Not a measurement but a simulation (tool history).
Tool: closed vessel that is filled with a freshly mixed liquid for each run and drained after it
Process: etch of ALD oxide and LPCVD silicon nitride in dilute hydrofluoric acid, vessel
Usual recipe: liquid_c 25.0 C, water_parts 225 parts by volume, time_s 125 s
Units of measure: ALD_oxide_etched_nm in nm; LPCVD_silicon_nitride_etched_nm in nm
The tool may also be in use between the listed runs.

run,hour,liquid_c,water_parts,time_s,wafers since the last listed run,hours since the thermometer was replaced,hours since the hydrofluoric acid flow meter was replaced,hours since the gauge calibration,"read-back film thickness of the ALD oxide reference wafer, read on the same gauge (nm)","read-back film thickness of the LPCVD silicon nitride reference wafer, read on the same gauge (nm)",ALD_oxide_etched_nm,LPCVD_silicon_nitride_etched_nm
1,0.0,23.0,225,125,0,1269.4,657.2,940.1,90.00,89.965,7.04,0.196
2,21.9,25.0,225,125,1420,1291.3,679.1,962.0,90.00,90.008,7.52,0.218
# hour 26.5: gauge calibrated
3,41.8,25.0,225,125,1290,1311.2,699.0,15.3,90.01,90.025,7.67,0.240
4,69.2,25.0,275,125,1777,1338.6,726.4,42.7,90.03,89.968,5.85,0.178
5,88.7,25.0,275,125,1264,1358.1,745.9,62.2,90.01,90.030,5.96,0.191
6,111.6,25.0,280,125,1485,1381.0,768.8,85.1,90.00,89.977,5.90,0.167
7,124.5,25.0,280,125,836,1393.9,781.7,98.0,90.01,89.976,5.78,0.180
8,156.3,25.0,325,125,2062,1425.7,813.5,129.8,90.01,89.965,4.75,0.149
9,176.3,20.5,225,75,1297,1445.7,833.5,149.8,90.01,90.031,3.86,0.104
10,198.9,25.0,225,155,1465,1468.3,856.1,172.4,90.01,89.987,9.26,0.285
11,228.6,21.5,225,60,1926,1498.0,885.8,202.1,90.01,89.982,3.19,0.084
# hour 242.4: hydrofluoric acid flow meter replaced
12,257.5,23.5,185,125,1809,1526.9,15.1,231.0,90.01,89.990,9.70,0.257
13,280.6,25.0,225,125,1498,1550.0,38.2,254.1,90.00,90.003,8.02,0.239
14,312.8,25.0,180,70,2088,1582.2,70.4,286.3,89.99,90.015,5.96,0.174
15,339.8,25.0,225,125,1751,1609.2,97.4,313.3,90.00,89.990,8.07,0.218
16,379.1,29.5,180,55,2548,1648.5,136.7,352.6,90.01,89.970,5.40,0.195
17,398.7,29.0,120,65,1271,1668.1,156.3,372.2,89.99,90.013,10.33,0.333
# hour 413.1: thermometer replaced
18,413.6,26.5,225,125,901,0.5,171.2,387.1,89.99,90.022,8.42,0.291
19,435.1,25.0,225,55,1394,22.0,192.7,408.6,90.00,90.054,3.50,0.113
20,466.5,27.5,225,175,2036,53.4,224.1,440.0,90.01,90.020,12.25,0.366
21,480.1,25.0,225,125,882,67.0,237.7,453.6,89.99,89.995,7.92,0.239
22,500.0,28.5,225,125,1290,86.9,257.6,473.5,90.01,89.974,8.91,0.289
23,529.5,25.0,225,125,1913,116.4,287.1,503.0,89.99,89.996,7.95,0.226
24,562.2,28.0,150,55,2120,149.1,319.8,535.7,90.00,89.984,6.32,0.180
25,589.4,21.0,180,125,1764,176.3,347.0,562.9,90.02,89.990,8.91,0.257
26,604.8,25.0,165,125,998,191.7,362.4,578.3,89.99,89.976,11.36,0.297
27,629.6,25.0,155,125,1608,216.5,387.2,603.1,89.99,90.052,12.34,0.336

What differs in the tool's unlogged condition from the final listed run ahead of each entry between runs to the first listed run following it?
After run 2, before run 3: gauge calibrated (hour 26.5)
  hydrofluoric acid flow below the setpoint (%): 4.37 -> 4.49
  difference, measured minus the result without the unlogged condition, ALD_oxide_etched_nm: -0.43 -> -0.45 nm
After run 11, before run 12: hydrofluoric acid flow meter replaced (hour 242.4)
  hydrofluoric acid flow below the setpoint (%): 5.63 -> 0.117
  difference, measured minus the result without the unlogged condition, ALD_oxide_etched_nm: -0.23 -> -0.01 nm
After run 17, before run 18: thermometer replaced (hour 413.1)
  hydrofluoric acid flow below the setpoint (%): 0.983 -> 1.07
  difference, measured minus the result without the unlogged condition, ALD_oxide_etched_nm: -0.11 -> -0.11 nm
